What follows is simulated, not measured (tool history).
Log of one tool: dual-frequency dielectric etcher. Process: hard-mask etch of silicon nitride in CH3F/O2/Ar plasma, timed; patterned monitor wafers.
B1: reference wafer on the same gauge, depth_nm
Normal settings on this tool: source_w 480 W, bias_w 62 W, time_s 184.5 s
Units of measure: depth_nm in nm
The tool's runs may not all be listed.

Run 1, hour 0: usual settings but bias_w 72 W; B1 163. Result: depth_nm 149.5 nm.
Run 2, hour 25.9: usual settings but bias_w 72 W; B1 163. Result: depth_nm 149.8 nm.
Run 3, hour 52.7: usual settings but bias_w 72 W; B1 163. Result: depth_nm 149.5 nm.
Run 4, hour 81.8: usual settings; B1 163. Result: depth_nm 141.4 nm.
Run 5, hour 101.6: usual settings; B1 162.9. Result: depth_nm 141.7 nm.
Run 6, hour 115.6: usual settings; B1 162.9. Result: depth_nm 141.8 nm.
Run 7, hour 141.2: usual settings; B1 163.1. Result: depth_nm 141.6 nm.
Run 8, hour 162.1: usual settings; B1 163. Result: depth_nm 142 nm.
Run 9, hour 189.4: usual settings; B1 162.9. Result: depth_nm 141.9 nm.
Run 10, hour 223.2: usual settings; B1 162.9. Result: depth_nm 142.1 nm.
Run 11, hour 242.9: usual settings but time_s 198 s; B1 162.9. Result: depth_nm 152.8 nm.
Run 12, hour 256.5: usual settings but time_s 198 s; B1 163.1. Result: depth_nm 152.7 nm.
Run 13, hour 291.5: usual settings but time_s 198 s; B1 163.1. Result: depth_nm 152.4 nm.
Run 14, hour 309.7: usual settings; B1 163.1. Result: depth_nm 142.4 nm.
At hour 322: source power generator calibrated.
At hour 340.1: gauge calibrated.
Run 15, hour 345.2: usual settings; B1 163.1. Result: depth_nm 138.8 nm.
At hour 396.5: wet clean of the chamber.
Run 16, hour 397: usual settings but source_w 570 W, bias_w 54 W, time_s 156 s; B1 162.9. Result: depth_nm 122.9 nm.
Run 17, hour 397.4: usual settings but source_w 370 W, bias_w 55 W, time_s 205 s; B1 162.9. Result: depth_nm 122.9 nm.
At hour 423.1: bias power generator calibrated.
Run 18, hour 427.5: usual settings but bias_w 48 W, time_s 235 s; B1 162.9. Result: depth_nm 160.2 nm.
At hour 460: upper electrode replaced.
Run 19, hour 460.4: usual settings but time_s 198 s; B1 163.1. Result: depth_nm 148.6 nm.
Run 20, hour 480.8: usual settings but source_w 400 W, bias_w 50 W, time_s 225.5 s; B1 162.9. Result: depth_nm 138.4 nm.
Run 21, hour 497.5: usual settings; B1 163. Result: depth_nm 139.1 nm.
Run 22, hour 514.5: usual settings; B1 163. Result: depth_nm 138.8 nm.
Run 23, hour 526.8: usual settings but source_w 360 W, bias_w 55 W, time_s 209 s; B1 163. Result: depth_nm 123.7 nm.
Run 24, hour 555.2: usual settings but source_w 390 W, bias_w 70 W, time_s 231 s; B1 162.9. Result: depth_nm 159.4 nm.
Run 25, hour 567.8: usual settings but bias_w 46 W, time_s 233.5 s; B1 163. Result: depth_nm 158.2 nm.
Run 26, hour 580.7: usual settings; B1 163. Result: depth_nm 139.2 nm.
Run 27, hour 597.6: usual settings but bias_w 75 W, time_s 158.5 s; B1 163.1. Result: depth_nm 129.1 nm.
Run 28, hour 616.7: usual settings but bias_w 75 W, time_s 158.5 s; B1 163. Result: depth_nm 129 nm.
Run 29, hour 645.3: usual settings but source_w 600 W; B1 162.9. Result: depth_nm 159.6 nm.
Run 30, hour 670.9: usual settings but source_w 440 W, bias_w 49 W; B1 162.9. Result: depth_nm 120.9 nm.

What was the tool's hidden state at every run in the log?
bias power that arrives over what is set, %: 0, the same for each run
gauge reads high (%): 0, the same for each run
H1: etch rate over this chamber's usual, %
H2: source power that arrives over what is set, %
run       H1     H2
  1   -0.155   4.77
  2  -0.0971   4.77
  3  -0.0377   4.78
  4   0.0267   4.79
  5   0.0706    4.8
  6    0.102    4.8
  7    0.158   4.81
  8    0.205   4.81
  9    0.265   4.82
 10     0.34   4.83
 11    0.384   4.83
 12    0.414   4.84
 13    0.491   4.84
 14    0.532   4.85
 15     0.61  0.252
 16    0.158  0.471
 17    0.159  0.472
 18    0.226  0.595
 19    0.298  0.725
 20    0.344  0.805
 21    0.381  0.868
 22    0.418  0.932
 23    0.446  0.978
 24    0.509   1.08
 25    0.536   1.13
 26    0.565   1.17
 27    0.602   1.23
 28    0.645    1.3
 29    0.708    1.4
 30    0.765   1.48
